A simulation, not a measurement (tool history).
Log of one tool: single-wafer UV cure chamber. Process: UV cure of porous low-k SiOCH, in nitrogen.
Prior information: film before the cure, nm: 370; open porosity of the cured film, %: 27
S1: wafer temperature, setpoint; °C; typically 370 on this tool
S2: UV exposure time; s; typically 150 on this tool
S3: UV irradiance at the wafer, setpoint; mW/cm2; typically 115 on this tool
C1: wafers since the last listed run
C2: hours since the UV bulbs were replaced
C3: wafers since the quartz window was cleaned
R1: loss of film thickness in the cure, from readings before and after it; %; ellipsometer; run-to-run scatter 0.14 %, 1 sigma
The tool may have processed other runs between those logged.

run 1 hour=0 | S1=370 S2=185 S3=115 | C1=0 C2=2230 C3=3888 | R1=10.943
run 2 hour=14.9 | S1=370 S2=185 S3=115 | C1=98 C2=2244.9 C3=3987 | R1=11.156
run 3 hour=25.6 | S1=370 S2=185 S3=115 | C1=71 C2=2255.6 C3=4058 | R1=11.137
run 4 hour=32.1 | S1=370 S2=150 S3=115 | C1=43 C2=2262.1 C3=4101 | R1=10.139
run 5 hour=39.5 | S1=370 S2=150 S3=115 | C1=49 C2=2269.5 C3=4150 | R1=10.04
run 6 hour=54.6 | S1=370 S2=150 S3=115 | C1=100 C2=2284.6 C3=4250 | R1=10.133
run 7 hour=68.1 | S1=370 S2=150 S3=135 | C1=89 C2=2298.1 C3=4340 | R1=10.755
run 8 hour=84.3 | S1=370 S2=150 S3=135 | C1=107 C2=2314.3 C3=4448 | R1=10.741
run 9 hour=120.6 | S1=370 S2=150 S3=135 | C1=241 C2=2350.6 C3=4689 | R1=10.904
run 10 hour=134.6 | S1=370 S2=150 S3=115 | C1=93 C2=2364.6 C3=4782 | R1=9.99
run 11 hour=143.6 | S1=370 S2=150 S3=115 | C1=59 C2=2373.6 C3=4842 | R1=10.024
run 12 hour=154.3 | S1=370 S2=150 S3=115 | C1=71 C2=2384.3 C3=4913 | R1=9.84
run 13 hour=164.2 | S1=370 S2=150 S3=115 | C1=65 C2=2394.2 C3=4979 | R1=10.138
run 14 hour=176.7 | S1=370 S2=150 S3=115 | C1=83 C2=2406.7 C3=5062 | R1=10.072
-- hour=185.2 quartz window cleaned
run 15 hour=185.7 | S1=370 S2=150 S3=115 | C1=6 C2=2415.7 C3=3 | R1=10.882
run 16 hour=197.9 | S1=370 S2=150 S3=115 | C1=81 C2=2427.9 C3=84 | R1=11.049
run 17 hour=212.7 | S1=370 S2=150 S3=115 | C1=98 C2=2442.7 C3=182 | R1=10.88
-- hour=228.8 UV bulbs replaced
run 18 hour=229.3 | S1=370 S2=150 S3=115 | C1=57 C2=0.5 C3=239 | R1=11.024
run 19 hour=230.3 | S1=370 S2=150 S3=115 | C1=6 C2=1.5 C3=246 | R1=10.698
run 20 hour=246.6 | S1=370 S2=150 S3=115 | C1=108 C2=17.8 C3=354 | R1=10.868
run 21 hour=275.6 | S1=370 S2=150 S3=115 | C1=192 C2=46.8 C3=547 | R1=10.82
run 22 hour=286.2 | S1=356 S2=150 S3=115 | C1=70 C2=57.4 C3=617 | R1=10.334
run 23 hour=304.1 | S1=370 S2=150 S3=115 | C1=118 C2=75.3 C3=736 | R1=10.581
run 24 hour=320.8 | S1=359 S2=105 S3=138 | C1=110 C2=92 C3=847 | R1=9.657
run 25 hour=327.8 | S1=390 S2=150 S3=115 | C1=46 C2=99 C3=894 | R1=11.171
run 26 hour=334.9 | S1=370 S2=150 S3=115 | C1=47 C2=106.1 C3=941 | R1=10.374
run 27 hour=342.2 | S1=370 S2=200 S3=115 | C1=48 C2=113.4 C3=989 | R1=11.912
run 28 hour=354.1 | S1=370 S2=150 S3=99 | C1=79 C2=125.3 C3=1068 | R1=9.834
run 29 hour=362.3 | S1=370 S2=150 S3=115 | C1=54 C2=133.5 C3=1123 | R1=10.508
run 30 hour=372.6 | S1=354 S2=150 S3=88 | C1=68 C2=143.8 C3=1191 | R1=8.832
run 31 hour=385.9 | S1=377 S2=230 S3=95 | C1=88 C2=157.1 C3=1280 | R1=11.782
run 32 hour=413.8 | S1=379 S2=195 S3=133 | C1=185 C2=185 C3=1465 | R1=12.22
run 33 hour=426.8 | S1=387 S2=150 S3=115 | C1=86 C2=198 C3=1551 | R1=10.472
run 34 hour=443.8 | S1=389 S2=150 S3=115 | C1=112 C2=215 C3=1664 | R1=10.73
run 35 hour=459 | S1=363 S2=150 S3=115 | C1=100 C2=230.2 C3=1765 | R1=10.198
run 36 hour=475.9 | S1=370 S2=150 S3=115 | C1=112 C2=247.1 C3=1878 | R1=10.169
run 37 hour=488.5 | S1=370 S2=75 S3=97 | C1=83 C2=259.7 C3=1961 | R1=6.251
run 38 hour=498.2 | S1=370 S2=210 S3=115 | C1=64 C2=269.4 C3=2026 | R1=11.914
run 39 hour=506.1 | S1=357 S2=150 S3=115 | C1=52 C2=277.3 C3=2078 | R1=10.054
run 40 hour=514.6 | S1=370 S2=150 S3=115 | C1=56 C2=285.8 C3=2135 | R1=10.255
run 41 hour=523.1 | S1=389 S2=185 S3=134 | C1=56 C2=294.3 C3=2191 | R1=12.209
run 42 hour=537.4 | S1=378 S2=150 S3=128 | C1=95 C2=308.6 C3=2286 | R1=10.759
run 43 hour=544.7 | S1=370 S2=100 S3=83 | C1=48 C2=315.9 C3=2335 | R1=6.893

Each row is a separate what-if for the run after 43, all from the same tool condition, not one after another. Results?
run A hour=545.1 | S1=382 S2=150 S3=115 | C1=2 C2=316.3 C3=2337 | R1=?
run B hour=545.1 | S1=370 S2=150 S3=91 | C1=2 C2=316.3 C3=2337 | R1=?
run C hour=545.1 | S1=376 S2=70 S3=142 | C1=2 C2=316.3 C3=2337 | R1=?
run D hour=545.1 | S1=370 S2=150 S3=86 | C1=2 C2=316.3 C3=2337 | R1=?

run=A R1=10.244
run=B R1=8.935
run=C R1=7.627
run=D R1=8.679
What these runs would have given with no unlogged condition in the tool:
run=A R1=11.284
run=B R1=9.951
run=C R1=8.611
run=D R1=9.689
